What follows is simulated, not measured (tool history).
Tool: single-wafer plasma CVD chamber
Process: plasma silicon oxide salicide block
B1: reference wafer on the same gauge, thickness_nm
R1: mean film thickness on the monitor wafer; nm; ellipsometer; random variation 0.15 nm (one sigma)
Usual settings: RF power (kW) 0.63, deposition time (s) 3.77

{"run": 1, "hour": 0.0, "RF power (kW)": 0.63, "deposition time (s)": 3.77, "B1": 40.967, "R1": 37.314}
{"run": 2, "hour": 19.7, "RF power (kW)": 0.63, "deposition time (s)": 3.77, "B1": 40.984, "R1": 37.521}
{"run": 3, "hour": 70.1, "RF power (kW)": 0.63, "deposition time (s)": 3.77, "B1": 41.033, "R1": 37.643}
{"run": 4, "hour": 98.4, "RF power (kW)": 0.66, "deposition time (s)": 3.77, "B1": 41.068, "R1": 38.132}
{"run": 5, "hour": 117.0, "RF power (kW)": 0.66, "deposition time (s)": 3.77, "B1": 41.099, "R1": 38.124}
{"run": 6, "hour": 145.6, "RF power (kW)": 0.66, "deposition time (s)": 3.77, "B1": 41.197, "R1": 38.514}
{"run": 7, "hour": 181.6, "RF power (kW)": 0.63, "deposition time (s)": 4.07, "B1": 41.255, "R1": 40.635}
{"hour": 203.1, "done": "gauge calibrated"}
{"run": 8, "hour": 203.6, "RF power (kW)": 0.725, "deposition time (s)": 3.77, "B1": 40.693, "R1": 39.228}
{"run": 9, "hour": 227.3, "RF power (kW)": 0.725, "deposition time (s)": 3.77, "B1": 40.809, "R1": 39.278}
{"hour": 245.0, "done": "RF generator calibrated"}
{"run": 10, "hour": 254.5, "RF power (kW)": 0.545, "deposition time (s)": 3.77, "B1": 40.872, "R1": 35.509}
{"run": 11, "hour": 275.5, "RF power (kW)": 0.63, "deposition time (s)": 4.12, "B1": 40.865, "R1": 40.904}
{"run": 12, "hour": 295.0, "RF power (kW)": 0.63, "deposition time (s)": 4.12, "B1": 40.859, "R1": 40.954}
{"run": 13, "hour": 309.9, "RF power (kW)": 0.63, "deposition time (s)": 4.12, "B1": 40.996, "R1": 40.863}
{"run": 14, "hour": 331.8, "RF power (kW)": 0.59, "deposition time (s)": 3.77, "B1": 40.909, "R1": 36.746}
{"run": 15, "hour": 358.6, "RF power (kW)": 0.725, "deposition time (s)": 3.77, "B1": 40.993, "R1": 39.26}
{"run": 16, "hour": 393.9, "RF power (kW)": 0.735, "deposition time (s)": 3.53, "B1": 41.005, "R1": 36.924}
{"hour": 403.4, "done": "showerhead replaced"}
{"run": 17, "hour": 422.9, "RF power (kW)": 0.63, "deposition time (s)": 3.77, "B1": 41.158, "R1": 37.535}
{"run": 18, "hour": 450.6, "RF power (kW)": 0.69, "deposition time (s)": 3.77, "B1": 41.047, "R1": 38.746}
{"run": 19, "hour": 470.3, "RF power (kW)": 0.54, "deposition time (s)": 3.16, "B1": 41.133, "R1": 29.94}
{"run": 20, "hour": 497.9, "RF power (kW)": 0.51, "deposition time (s)": 3.26, "B1": 41.26, "R1": 30.463}
{"run": 21, "hour": 527.7, "RF power (kW)": 0.725, "deposition time (s)": 3.77, "B1": 41.309, "R1": 39.533}
{"run": 22, "hour": 548.3, "RF power (kW)": 0.755, "deposition time (s)": 3.37, "B1": 41.239, "R1": 35.712}
{"hour": 559.5, "done": "gauge calibrated"}
{"run": 23, "hour": 562.1, "RF power (kW)": 0.74, "deposition time (s)": 3.12, "B1": 40.836, "R1": 32.668}
{"run": 24, "hour": 577.1, "RF power (kW)": 0.515, "deposition time (s)": 4.47, "B1": 40.817, "R1": 41.4}
{"run": 25, "hour": 605.8, "RF power (kW)": 0.515, "deposition time (s)": 4.05, "B1": 40.908, "R1": 37.827}
{"run": 26, "hour": 631.5, "RF power (kW)": 0.71, "deposition time (s)": 4.49, "B1": 40.955, "R1": 46.757}

3 ways to go on from here, each from the tool as it stands after run 26. What would each give?
{"run": "A", "hour": 631.9, "RF power (kW)": 0.63, "deposition time (s)": 3.77, "B1": "?", "R1": "?"}
{"run": "B", "hour": 631.9, "RF power (kW)": 0.63, "deposition time (s)": 4.32, "B1": "?", "R1": "?"}
{"run": "C", "hour": 631.9, "RF power (kW)": 0.7, "deposition time (s)": 4.06, "B1": "?", "R1": "?"}

run=A B1=40.986 R1=37.449
run=B B1=40.986 R1=42.913
run=C B1=40.986 R1=41.707
Without the tool's hidden state the same runs would have given:
run=A R1=37.287
run=B R1=42.726
run=C R1=41.526
